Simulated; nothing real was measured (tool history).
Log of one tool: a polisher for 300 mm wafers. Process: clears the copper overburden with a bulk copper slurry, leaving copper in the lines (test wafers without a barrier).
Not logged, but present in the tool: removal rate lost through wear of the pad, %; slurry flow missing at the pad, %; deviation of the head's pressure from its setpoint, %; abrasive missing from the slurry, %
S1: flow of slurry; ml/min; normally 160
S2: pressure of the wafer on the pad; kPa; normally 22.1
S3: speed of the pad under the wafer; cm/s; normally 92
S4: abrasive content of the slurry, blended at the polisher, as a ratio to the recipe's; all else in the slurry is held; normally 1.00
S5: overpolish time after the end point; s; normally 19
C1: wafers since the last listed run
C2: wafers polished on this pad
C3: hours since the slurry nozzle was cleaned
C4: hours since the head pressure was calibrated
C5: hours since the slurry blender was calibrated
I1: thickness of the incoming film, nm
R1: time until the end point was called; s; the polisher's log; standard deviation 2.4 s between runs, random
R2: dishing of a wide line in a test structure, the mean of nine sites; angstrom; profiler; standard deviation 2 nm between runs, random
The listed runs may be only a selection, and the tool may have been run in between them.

| run | hour | S1 | S2 | S3 | S4 | S5 | C1 | C2 | C3 | C4 | C5 | I1 | R1 | R2 |
|---|---|---|---|---|---|---|---|---|---|---|---|---|---|---|
| 1 | 0.0 | 160 | 22.1 | 92 | 1.15 | 19 | 0 | 187 | 273.5 | 754.4 | 123.5 | 1111.9 | 142.6 | 846 |
| 2 | 6.7 | 160 | 22.1 | 92 | 1.15 | 19 | 35 | 223 | 280.2 | 761.1 | 130.2 | 1079.2 | 140.8 | 848 |
| 3 | 21.3 | 160 | 22.1 | 92 | 1.00 | 19 | 77 | 300 | 294.8 | 775.7 | 144.8 | 1112.2 | 148.8 | 806 |
| 4 | 28.9 | 160 | 22.1 | 92 | 1.00 | 19 | 40 | 341 | 302.4 | 783.3 | 152.4 | 1102.3 | 152.8 | 825 |
| 5 | 43.4 | 160 | 25.5 | 92 | 1.00 | 19 | 76 | 418 | 316.9 | 797.8 | 166.9 | 1096.7 | 136.5 | 875 |
| 6 | 53.7 | 160 | 22.1 | 92 | 0.75 | 19 | 54 | 472 | 327.2 | 808.1 | 177.2 | 1102.8 | 167.5 | 770 |
| 7 | 65.6 | 160 | 22.1 | 92 | 0.75 | 19 | 63 | 536 | 339.1 | 820.0 | 189.1 | 1094.4 | 166.1 | 783 |
| 8 | 80.2 | 160 | 22.1 | 92 | 0.85 | 19 | 77 | 613 | 353.7 | 834.6 | 203.7 | 1086.4 | 161.8 | 773 |

Forecast run 9:
| 9 | 93.4 | 160 | 22.1 | 82 | 1.00 | 26 | 70 | 683 | 366.9 | 847.8 | 216.9 | 1104.8 | ? | ? |

Run 9 yielded R1 189.0 s, R2 885 angstrom.
With no hidden state in the tool, this same run would have given R1 150.0 s, R2 1040 angstrom.
